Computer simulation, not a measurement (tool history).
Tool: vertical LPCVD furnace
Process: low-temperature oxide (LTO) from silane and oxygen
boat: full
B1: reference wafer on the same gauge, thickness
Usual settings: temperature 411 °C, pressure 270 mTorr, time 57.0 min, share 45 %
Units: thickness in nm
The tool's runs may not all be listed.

{"run": 1, "hour": 0.0, "temperature": 411, "pressure": 270, "time": 57.0, "share": 49, "B1": 736.95, "thickness": 953.96}
{"run": 2, "hour": 102.0, "temperature": 411, "pressure": 270, "time": 57.0, "share": 49, "B1": 737.2, "thickness": 964.57}
{"hour": 145.6, "done": "gauge calibrated"}
{"run": 3, "hour": 202.5, "temperature": 411, "pressure": 270, "time": 57.0, "share": 45, "B1": 736.82, "thickness": 884.83}
{"run": 4, "hour": 298.1, "temperature": 411, "pressure": 270, "time": 57.0, "share": 45, "B1": 736.91, "thickness": 885.2}
{"run": 5, "hour": 399.0, "temperature": 411, "pressure": 270, "time": 57.0, "share": 45, "B1": 737.02, "thickness": 889.76}
{"run": 6, "hour": 489.5, "temperature": 411, "pressure": 270, "time": 57.0, "share": 45, "B1": 737.17, "thickness": 885.17}
{"run": 7, "hour": 543.6, "temperature": 411, "pressure": 270, "time": 57.0, "share": 45, "B1": 737.23, "thickness": 887.51}
{"run": 8, "hour": 626.9, "temperature": 411, "pressure": 270, "time": 57.0, "share": 45, "B1": 737.11, "thickness": 887.71}
{"run": 9, "hour": 717.8, "temperature": 411, "pressure": 270, "time": 57.0, "share": 42, "B1": 737.26, "thickness": 823.79}
{"run": 10, "hour": 805.3, "temperature": 411, "pressure": 270, "time": 57.0, "share": 42, "B1": 737.08, "thickness": 829.58}
{"run": 11, "hour": 909.9, "temperature": 411, "pressure": 270, "time": 57.0, "share": 42, "B1": 736.56, "thickness": 825.29}
{"hour": 974.9, "done": "thermocouples replaced and temperature profile calibrated"}
{"run": 12, "hour": 989.9, "temperature": 411, "pressure": 220, "time": 57.0, "share": 45, "B1": 736.5, "thickness": 723.11}
{"run": 13, "hour": 1038.3, "temperature": 420, "pressure": 270, "time": 63.0, "share": 45, "B1": 736.54, "thickness": 1074.75}
{"hour": 1078.2, "done": "silane flow controller replaced"}
{"run": 14, "hour": 1143.0, "temperature": 405, "pressure": 310, "time": 57.0, "share": 50, "B1": 737.17, "thickness": 1057.84}
{"run": 15, "hour": 1214.7, "temperature": 411, "pressure": 270, "time": 49.0, "share": 45, "B1": 737.11, "thickness": 765.62}
{"run": 16, "hour": 1267.0, "temperature": 403, "pressure": 215, "time": 57.0, "share": 50, "B1": 737.12, "thickness": 718.69}
{"run": 17, "hour": 1341.2, "temperature": 408, "pressure": 335, "time": 34.5, "share": 42, "B1": 736.83, "thickness": 602.04}
{"hour": 1397.0, "done": "gauge calibrated"}
{"hour": 1430.9, "done": "pressure gauge zeroed"}
{"run": 18, "hour": 1431.4, "temperature": 411, "pressure": 270, "time": 57.0, "share": 45, "B1": 736.72, "thickness": 884.7}
{"run": 19, "hour": 1511.2, "temperature": 403, "pressure": 220, "time": 37.5, "share": 36, "B1": 737.05, "thickness": 336.75}
{"run": 20, "hour": 1610.8, "temperature": 411, "pressure": 270, "time": 57.0, "share": 41, "B1": 737.03, "thickness": 806.02}
{"run": 21, "hour": 1662.4, "temperature": 411, "pressure": 235, "time": 57.0, "share": 37, "B1": 737.33, "thickness": 622.23}
{"run": 22, "hour": 1748.9, "temperature": 406, "pressure": 270, "time": 67.0, "share": 45, "B1": 736.49, "thickness": 990.95}
{"run": 23, "hour": 1813.3, "temperature": 419, "pressure": 335, "time": 72.5, "share": 39, "B1": 737.17, "thickness": 1300.95}
{"run": 24, "hour": 1866.5, "temperature": 411, "pressure": 270, "time": 57.0, "share": 45, "B1": 737.15, "thickness": 889.84}
{"run": 25, "hour": 1972.6, "temperature": 411, "pressure": 270, "time": 34.5, "share": 45, "B1": 736.4, "thickness": 537.77}

3 ways to go on from here, each from the tool as it stands after run 25. What would each give?
{"run": "A", "hour": 1977.0, "temperature": 411, "pressure": 270, "time": 65.5, "share": 45, "B1": "?", "thickness": "?"}
{"run": "B", "hour": 1977.0, "temperature": 411, "pressure": 250, "time": 57.0, "share": 42, "B1": "?", "thickness": "?"}
{"run": "C", "hour": 1977.0, "temperature": 411, "pressure": 270, "time": 69.5, "share": 37, "B1": "?", "thickness": "?"}

run=A B1=736.72 thickness=1017.65
run=B B1=736.72 thickness=763.42
run=C B1=736.72 thickness=866.77
Without the tool's hidden state the same runs would have given:
run=A thickness=1017.65
run=B thickness=763.42
run=C thickness=866.77

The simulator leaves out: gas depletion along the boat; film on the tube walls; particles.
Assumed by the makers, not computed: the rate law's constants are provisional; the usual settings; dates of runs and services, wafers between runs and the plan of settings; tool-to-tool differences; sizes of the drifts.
